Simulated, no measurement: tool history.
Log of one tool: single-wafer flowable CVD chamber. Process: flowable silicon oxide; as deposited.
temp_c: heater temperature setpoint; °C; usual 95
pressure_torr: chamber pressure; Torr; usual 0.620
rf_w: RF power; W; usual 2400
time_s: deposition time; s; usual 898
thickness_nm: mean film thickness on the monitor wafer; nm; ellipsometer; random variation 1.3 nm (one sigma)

| run | day | temp_c | pressure_torr | rf_w | time_s | wafers since the last listed run | hours since the last thermocouple change | hours since the last RF generator calibration | hours since the last manometer calibration | hours since the showerhead was replaced | hours since the gauge calibration | read-back reference wafer on the same gauge, thickness_nm | thickness_nm |
|---|---|---|---|---|---|---|---|---|---|---|---|---|---|
| 1 | 0.000 | 95 | 0.620 | 2400 | 898 | 0 | 1491.6 | 634.4 | 1335.4 | 3812.5 | 119.0 | 368.939 | 417.422 |
| 2 | 1.250 | 95 | 0.580 | 2400 | 898 | 92 | 1521.6 | 664.4 | 1365.4 | 3842.5 | 149.0 | 368.947 | 390.073 |
| 3 | 1.858 | 95 | 0.580 | 2400 | 898 | 44 | 1536.2 | 679.0 | 1380.0 | 3857.1 | 163.6 | 369.025 | 389.623 |
| 4 | 6.325 | 99 | 0.620 | 2400 | 898 | 328 | 1643.4 | 786.2 | 1487.2 | 3964.3 | 270.8 | 369.072 | 356.220 |
| 5 | 7.425 | 99 | 0.620 | 2400 | 898 | 81 | 1669.8 | 812.6 | 1513.6 | 3990.7 | 297.2 | 369.013 | 357.510 |
|  | 7.896 | gauge calibrated |
| 6 | 8.071 | 95 | 0.620 | 2400 | 898 | 47 | 1685.3 | 828.1 | 1529.1 | 4006.2 | 4.2 | 369.011 | 416.294 |
|  | 8.875 | showerhead replaced |
| 7 | 9.358 | 95 | 0.620 | 2400 | 898 | 70 | 1716.2 | 859.0 | 1560.0 | 11.6 | 35.1 | 368.992 | 417.678 |
|  | 10.179 | thermocouple changed; heater temperature recalibrated |
| 8 | 10.500 | 107 | 0.620 | 2400 | 841 | 59 | 7.7 | 886.4 | 1587.4 | 39.0 | 62.5 | 369.049 | 285.260 |
| 9 | 11.162 | 103 | 0.620 | 2150 | 818 | 48 | 23.6 | 902.3 | 1603.3 | 54.9 | 78.4 | 369.107 | 320.209 |
|  | 11.533 | RF generator calibrated |
| 10 | 12.500 | 87 | 0.620 | 2400 | 827 | 73 | 55.7 | 23.2 | 1635.4 | 87.0 | 110.5 | 368.829 | 592.742 |
| 11 | 13.150 | 101 | 0.620 | 1935 | 849 | 47 | 71.3 | 38.8 | 1651.0 | 102.6 | 126.1 | 369.149 | 348.463 |
| 12 | 14.338 | 99 | 0.620 | 2400 | 898 | 87 | 99.8 | 67.3 | 1679.5 | 131.1 | 154.6 | 368.893 | 415.575 |
|  | 15.462 | capacitance manometer re-zeroed and calibrated |
| 13 | 15.696 | 95 | 0.620 | 2400 | 898 | 75 | 132.4 | 99.9 | 5.6 | 163.7 | 187.2 | 369.023 | 446.346 |
|  | 19.633 | gauge calibrated |
| 14 | 20.175 | 107 | 0.620 | 2210 | 898 | 329 | 239.9 | 207.4 | 113.1 | 271.2 | 13.0 | 368.957 | 277.594 |

3 ways to go on from here, each from the tool as it stands after run 14. What would each give?
| A | 20.200 | 95 | 0.574 | 2400 | 898 | 1 | 240.5 | 208.0 | 113.7 | 271.8 | 13.6 | ? | ? |
| B | 20.200 | 95 | 0.529 | 2400 | 898 | 1 | 240.5 | 208.0 | 113.7 | 271.8 | 13.6 | ? | ? |
| C | 20.200 | 95 | 0.555 | 2620 | 1069 | 1 | 240.5 | 208.0 | 113.7 | 271.8 | 13.6 | ? | ? |

| run | read-back reference wafer on the same gauge, thickness_nm | thickness_nm |
|---|---|---|
| A | 369.080 | 407.992 |
| B | 369.080 | 376.357 |
| C | 369.080 | 475.513 |
Without the tool's hidden state the same runs would have given:
| run | thickness_nm |
|---|---|
| A | 419.738 |
| B | 387.193 |
| C | 489.203 |
